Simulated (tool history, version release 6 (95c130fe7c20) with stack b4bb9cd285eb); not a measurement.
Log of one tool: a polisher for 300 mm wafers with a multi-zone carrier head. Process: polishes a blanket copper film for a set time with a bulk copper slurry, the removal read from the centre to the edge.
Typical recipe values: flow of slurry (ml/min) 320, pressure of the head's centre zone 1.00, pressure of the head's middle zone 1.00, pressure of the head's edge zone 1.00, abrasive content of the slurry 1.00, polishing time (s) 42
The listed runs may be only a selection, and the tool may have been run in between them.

run   hour  flow of slurry (ml/min)  pressure of the head's centre zone  pressure of the head's middle zone  pressure of the head's edge zone  abrasive content of the slurry  polishing time (s)  incoming thickness of the incoming film, nm  film removed at the wafer's centre (nm)  film removed at mid-radius (nm)  film removed at the wafer's edge (nm)
  1    0.0                      320                                1.00                                1.00                              1.06                            1.00                  42                                       2252.5                                    576.8                            516.4                                  543.7
       8.3  -- worn pad replaced by a new one
  2   32.9                      320                                1.00                                1.00                              1.06                            1.00                  42                                       2277.1                                    572.5                            518.6                                  541.2
  3   46.5                      320                                1.00                                1.00                              1.00                            1.10                  42                                       2262.7                                    584.9                            518.1                                  541.8
  4   59.3                      320                                1.00                                1.00                              1.00                            1.10                  42                                       2270.8                                    589.3                            538.3                                  543.8
  5   80.7                      320                                1.00                                1.00                              1.00                            1.10                  42                                       2267.1                                    590.7                            543.2                                  541.0
  6  102.4                      320                                1.00                                1.00                              1.00                            1.00                  42                                       2281.4                                    574.8                            519.1                                  523.8
     132.9  -- worn pad replaced by a new one
  7  133.4                      285                                1.00                                1.00                              1.00                            1.00                  42                                       2248.8                                    576.7                            519.9                                  532.2
  8  146.5                      320                                1.00                                1.00                              1.00                            1.00                  28                                       2258.3                                    382.9                            340.3                                  352.8
     165.0  -- centre zone pressure recalibrated
  9  180.5                      320                                1.00                                1.00                              1.00                            1.00                  42                                       2287.0                                    531.1                            519.1                                  535.3
 10  213.6                      320                                1.12                                1.00                              1.00                            1.25                  42                                       2246.9                                    623.9                            545.2                                  553.5
     216.4  -- slurry nozzle cleaned
 11  244.7                      255                                0.90                                1.00                              1.06                            1.00                  42                                       2281.8                                    471.4                            508.0                                  533.5
 12  260.4                      320                                1.00                                1.00                              1.00                            1.00                  42                                       2290.3                                    536.5                            526.8                                  532.7
     266.1  -- carrier head's membrane replaced by a new one
     280.3  -- edge zone pressure recalibrated
     290.5  -- worn pad replaced by a new one
 13  292.0                      320                                1.00                                1.00                              1.00                            1.00                  42                                       2300.8                                    540.7                            510.9                                  529.2
 14  310.0                      320                                1.00                                1.00                              1.00                            1.00                  51                                       2275.1                                    657.5                            631.5                                  645.5
 15  325.5                      320                                1.00                                1.09                              1.00                            1.00                  42                                       2285.9                                    547.0                            552.7                                  524.5
 16  359.3                      320                                1.04                                1.00                              1.00                            1.00                  42                                       2297.8                                    575.8                            516.4                                  526.9
 17  387.5                      320                                0.95                                0.96                              1.00                            1.30                  38                                       2250.7                                    493.0                            487.0                                  504.4
 18  399.6                      285                                1.00                                0.92                              0.92                            1.00                  42                                       2222.8                                    550.5                            489.9                                  510.3
 19  414.2                      320                                1.00                                1.00                              1.00                            1.00                  35                                       2268.8                                    463.1                            444.0                                  442.0
 20  434.0                      320                                1.00                                1.04                              1.00                            0.90                  42                                       2253.5                                    545.1                            525.6                                  522.2
     450.3  -- worn pad replaced by a new one
 21  459.5                      290                                1.00                                1.08                              1.03                            1.10                  42                                       2267.8                                    562.3                            547.7                                  544.1
 22  487.2                      415                                1.00                                1.00                              1.00                            1.00                  42                                       2289.6                                    571.9                            526.9                                  541.2

How would selected steps in film removed at the wafer's centre (nm) from run to run divide? Give the signed amount a tool lacking its hidden state would still show from settings, what came in and random variation, and the signed amount left for the hidden state, including any gauge scatter that is not in both of the compared results.
Unlogged tool condition in this case: removal rate lost through wear of the pad, %; slurry flow missing at the pad, %; deviation of the centre zone's pressure from its setpoint, %; deviation of the edge zone's pressure from its setpoint, %.
Run 7 -> 8: flow of slurry (ml/min) 285 -> 320, polishing time (s) 42 -> 28. film removed at the wafer's centre (nm) -193.8: hidden state -19.3, all else -174.5.
Run 8 -> 9: polishing time (s) 28 -> 42, centre zone pressure recalibrated. film removed at the wafer's centre (nm) +148.2: hidden state -33.5, all else +181.7.
Run 10 -> 11: flow of slurry (ml/min) 320 -> 255, pressure of the head's centre zone 1.12 -> 0.90, pressure of the head's edge zone 1.00 -> 1.06, abrasive content of the slurry 1.25 -> 1.00, slurry nozzle cleaned. film removed at the wafer's centre (nm) -152.5: hidden state +1.5, all else -154.0.
